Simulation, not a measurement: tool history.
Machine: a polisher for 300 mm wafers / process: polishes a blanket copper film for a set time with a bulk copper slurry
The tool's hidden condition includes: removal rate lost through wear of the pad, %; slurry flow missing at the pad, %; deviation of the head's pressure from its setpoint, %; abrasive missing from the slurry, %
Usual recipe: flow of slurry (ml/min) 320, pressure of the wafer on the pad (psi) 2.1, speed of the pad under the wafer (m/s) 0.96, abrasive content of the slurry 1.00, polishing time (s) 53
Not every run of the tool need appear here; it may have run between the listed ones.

run	hour	flow of slurry (ml/min)	pressure of the wafer on the pad (psi)	speed of the pad under the wafer (m/s)	abrasive content of the slurry	polishing time (s)	wafers since the last listed run	wafers polished on this pad	hours since the slurry nozzle was cleaned	hours since the head pressure was calibrated	hours since the slurry blender was calibrated	incoming thickness of the incoming film, nm	film removed (nm)
1	0.0	320	2.1	0.96	1.15	53	0	1307	86.4	84.8	189.7	4404.8	387.3
# hour 5.4: slurry blender recalibrated
# hour 53.3: worn pad replaced by a new one
2	67.8	320	2.1	0.96	1.15	53	632	148	154.2	152.6	62.4	4310.6	402.2
# hour 188.9: slurry blender recalibrated
3	211.0	320	2.1	0.96	1.15	53	1444	1592	297.4	295.8	22.1	4408.4	415.9
# hour 250.4: worn pad replaced by a new one
4	250.9	320	2.1	0.96	1.00	48	367	5	337.3	335.7	62.0	4374.8	369.7
5	311.7	320	2.1	0.96	1.00	48	621	627	398.1	396.5	122.8	4396.1	365.0
6	354.0	320	2.1	0.96	1.00	48	432	1060	440.4	438.8	165.1	4396.7	363.2
# hour 361.5: slurry blender recalibrated
7	417.9	265	2.1	0.88	1.00	53	633	1693	504.3	502.7	56.4	4388.6	384.3
# hour 420.5: head pressure recalibrated
8	444.1	265	2.1	0.88	1.00	53	247	1940	530.5	23.6	82.6	4396.4	353.9
# hour 453.2: worn pad replaced by a new one
9	549.8	290	2.1	0.96	1.00	53	1040	988	636.2	129.3	188.3	4379.3	379.6
# hour 582.7: slurry blender recalibrated
10	583.1	425	2.1	0.72	0.70	45	320	1308	669.5	162.6	0.4	4408.6	268.1
11	644.8	320	2.1	0.70	1.15	53	631	1939	731.2	224.3	62.1	4450.4	321.1
# hour 655.4: worn pad replaced by a new one
# hour 701.3: slurry nozzle cleaned
12	702.9	420	2.4	0.96	1.00	53	543	475	1.6	282.4	120.2	4313.6	470.9
13	733.5	320	2.1	0.96	1.00	53	313	788	32.2	313.0	150.8	4362.3	397.6
# hour 771.4: slurry blender recalibrated
14	804.9	350	2.1	1.22	1.00	63	709	1498	103.6	384.4	33.5	4341.7	609.3
# hour 822.2: worn pad replaced by a new one
# hour 848.3: head pressure recalibrated
15	867.7	320	2.1	0.96	1.00	53	581	444	166.4	19.4	96.3	4363.4	386.2
16	910.5	320	2.1	0.96	1.00	53	437	882	209.2	62.2	139.1	4348.8	379.1
# hour 955.6: slurry blender recalibrated
17	961.2	320	2.6	0.96	1.00	38	498	1380	259.9	112.9	5.6	4458.4	354.8

What if the next run were any one of these 3? Each begins from the tool's condition after run 17:
A	961.6	320	2.1	1.18	1.00	53	4	1384	260.3	113.3	6.0	4411.0	?
B	961.6	320	2.1	0.96	1.10	53	4	1384	260.3	113.3	6.0	4411.0	?
C	961.6	360	2.6	1.12	1.00	53	4	1384	260.3	113.3	6.0	4411.0	?

run	film removed (nm)
A	478.1
B	406.8
C	571.1
Had the tool no hidden state, the same runs would have come out as:
run	film removed (nm)
A	470.9
B	400.7
C	562.5

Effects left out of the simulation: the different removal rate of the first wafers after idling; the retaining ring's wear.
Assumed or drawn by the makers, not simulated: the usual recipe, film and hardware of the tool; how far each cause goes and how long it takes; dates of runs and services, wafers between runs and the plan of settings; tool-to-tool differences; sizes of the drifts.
